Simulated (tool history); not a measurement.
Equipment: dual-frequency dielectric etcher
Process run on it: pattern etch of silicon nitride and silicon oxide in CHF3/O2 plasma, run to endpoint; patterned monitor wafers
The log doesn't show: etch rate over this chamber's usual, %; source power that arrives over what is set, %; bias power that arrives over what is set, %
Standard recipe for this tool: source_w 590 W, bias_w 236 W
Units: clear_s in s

run	hour	source_w	bias_w	wafers since the last listed run	hours since the last wet clean	hours since the last source power generator calibration	hours since the last bias power generator calibration	hours since the last upper electrode change	incoming incoming film thickness, nm	clear_s
1	0	590	236	0	87.5	1440.4	4223.8	3790.5	275.1	164.8
2	33.5	660	236	202	121	1473.9	4257.3	3824	273.7	159.3
3	57.6	550	236	145	145.1	1498	4281.4	3848.1	273.5	166.5
4	73.2	590	236	94	160.7	1513.6	4297	3863.7	273.9	163.8
5	163.6	590	236	546	251.1	1604	4387.4	3954.1	276.5	166.8
6	183.9	590	236	122	271.4	1624.3	4407.7	3974.4	274.8	165.3
7	216.1	590	236	194	303.6	1656.5	4439.9	4006.6	275.7	166.5
8	245.6	590	236	178	333.1	1686	4469.4	4036.1	276.8	167.1
9	262.9	590	236	104	350.4	1703.3	4486.7	4053.4	276.8	167.6
10	290.2	590	236	165	377.7	1730.6	4514	4080.7	273.6	165.6
11	323	590	263	198	410.5	1763.4	4546.8	4113.5	273.5	159.3
# hour 332.3: source power generator calibrated
12	353.2	590	263	158	440.7	20.9	4577	4143.7	274.1	159.8
# hour 361.7: bias power generator calibrated
13	372.3	590	263	91	459.8	40	10.6	4162.8	274.6	160.6
# hour 413.3: wet clean of the chamber
14	413.8	590	236	105	0.5	81.5	52.1	4204.3	272.7	163.3
15	416.2	590	236	14	2.9	83.9	54.5	4206.7	270.4	160.7
16	446.5	590	236	183	33.2	114.2	84.8	4237	276.8	165.4
17	471.2	720	210	149	57.9	138.9	109.5	4261.7	272.3	161
18	497.8	450	252	160	84.5	165.5	136.1	4288.3	275.8	171.5
19	518.3	590	236	124	105	186	156.6	4308.8	272	163.1
20	535.3	500	293	102	122	203	173.6	4325.8	271.8	155.4
# hour 564.4: upper electrode replaced
21	564.9	700	236	33	151.6	232.6	203.2	0.5	272	156.6
22	580.2	590	236	92	166.9	247.9	218.5	15.8	272.2	163.6
23	600.8	590	236	124	187.5	268.5	239.1	36.4	270.9	162.3
24	668.1	590	283	407	254.8	335.8	306.4	103.7	271.9	153.5
25	699.9	590	236	192	286.6	367.6	338.2	135.5	272.5	165
26	728.7	470	252	174	315.4	396.4	367	164.3	274.6	171.8
27	759.9	680	256	188	346.6	427.6	398.2	195.5	274.8	156.3
28	786.8	660	180	162	373.5	454.5	425.1	222.4	273.9	178.5
29	810.1	540	283	140	396.8	477.8	448.4	245.7	272.5	158.4
30	841.4	630	272	189	428.1	509.1	479.7	277	273.8	156.4
31	870	530	236	173	456.7	537.7	508.3	305.6	273.8	170.4
32	893	540	260	139	479.7	560.7	531.3	328.6	272.7	163.9
33	914.4	700	184	129	501.1	582.1	552.7	350	274.8	174.9
# hour 941.5: wet clean of the chamber
34	942	590	236	21	0.5	609.7	580.3	377.6	273.6	162.2
35	956.2	500	236	85	14.7	623.9	594.5	391.8	271.7	168.5

Had the tool no unlogged condition, and each run kept its random variation, what would the results have been?
run	clear_s
1	164.6
2	158.9
3	165.9
4	163
5	165.4
6	163.8
7	164.7
8	165.1
9	165.5
10	163.3
11	156.9
12	157.2
13	157.8
14	163.3
15	160.7
16	165.2
17	160.6
18	170.9
19	162.4
20	154.6
21	155.6
22	162.5
23	161
24	151.8
25	162.9
26	169.5
27	153.9
28	175.6
29	155.7
30	153.5
31	167
32	160.5
33	171
34	162.7
35	168.9
